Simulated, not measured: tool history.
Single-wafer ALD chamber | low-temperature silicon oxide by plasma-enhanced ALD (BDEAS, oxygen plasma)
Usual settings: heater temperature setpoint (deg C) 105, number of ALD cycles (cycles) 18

| run | hour | heater temperature setpoint (deg C) | number of ALD cycles (cycles) | wafers since the last listed run | hours since the last thermocouple change | hours since the gauge calibration | read-back reference wafer on the same gauge, thickness_nm | mean film thickness on the monitor wafer (Å) |
|---|---|---|---|---|---|---|---|---|
| 1 | 0.0 | 105 | 20 | 0 | 2170.6 | 617.7 | 2.973 | 29.89 |
| 2 | 40.6 | 105 | 18 | 494 | 2211.2 | 658.3 | 2.969 | 27.03 |
| 3 | 162.3 | 105 | 18 | 1483 | 2332.9 | 780.0 | 2.968 | 26.92 |
| 4 | 187.6 | 105 | 18 | 308 | 2358.2 | 805.3 | 2.971 | 27.14 |
| 5 | 222.3 | 105 | 15 | 422 | 2392.9 | 840.0 | 2.971 | 22.56 |
| 6 | 267.2 | 105 | 15 | 547 | 2437.8 | 884.9 | 2.970 | 22.55 |
| 7 | 294.7 | 105 | 18 | 335 | 2465.3 | 912.4 | 2.972 | 26.96 |
| 8 | 361.4 | 105 | 18 | 812 | 2532.0 | 979.1 | 2.970 | 27.04 |
| 9 | 386.9 | 105 | 18 | 310 | 2557.5 | 1004.6 | 2.972 | 27.06 |
| 10 | 428.4 | 105 | 18 | 505 | 2599.0 | 1046.1 | 2.969 | 27.05 |
|  | 473.4 | thermocouple changed; heater temperature recalibrated |
| 11 | 473.9 | 105 | 18 | 457 | 0.5 | 1091.6 | 2.978 | 27.11 |
| 12 | 527.7 | 105 | 18 | 655 | 54.3 | 1145.4 | 2.975 | 27.16 |
| 13 | 592.5 | 105 | 18 | 789 | 119.1 | 1210.2 | 2.963 | 27.07 |
|  | 619.1 | gauge calibrated |
| 14 | 633.6 | 101 | 20 | 500 | 160.2 | 14.5 | 2.974 | 30.26 |
| 15 | 693.7 | 105 | 15 | 732 | 220.3 | 74.6 | 2.970 | 22.57 |
| 16 | 730.6 | 109 | 15 | 449 | 257.2 | 111.5 | 2.963 | 22.21 |
| 17 | 756.3 | 94 | 19 | 313 | 282.9 | 137.2 | 2.969 | 29.75 |
| 18 | 820.2 | 119 | 21 | 778 | 346.8 | 201.1 | 2.972 | 30.71 |

Run 19 comes next. What will it give?
| 19 | 874.0 | 105 | 18 | 655 | 400.6 | 254.9 | ? | ? |

{"run 19": {"read-back reference wafer on the same gauge, thickness_nm": 2.971, "mean film thickness on the monitor wafer (Å)": 27.05}}
Without the tool's hidden state the same run would have given mean film thickness on the monitor wafer (Å) 27.05.
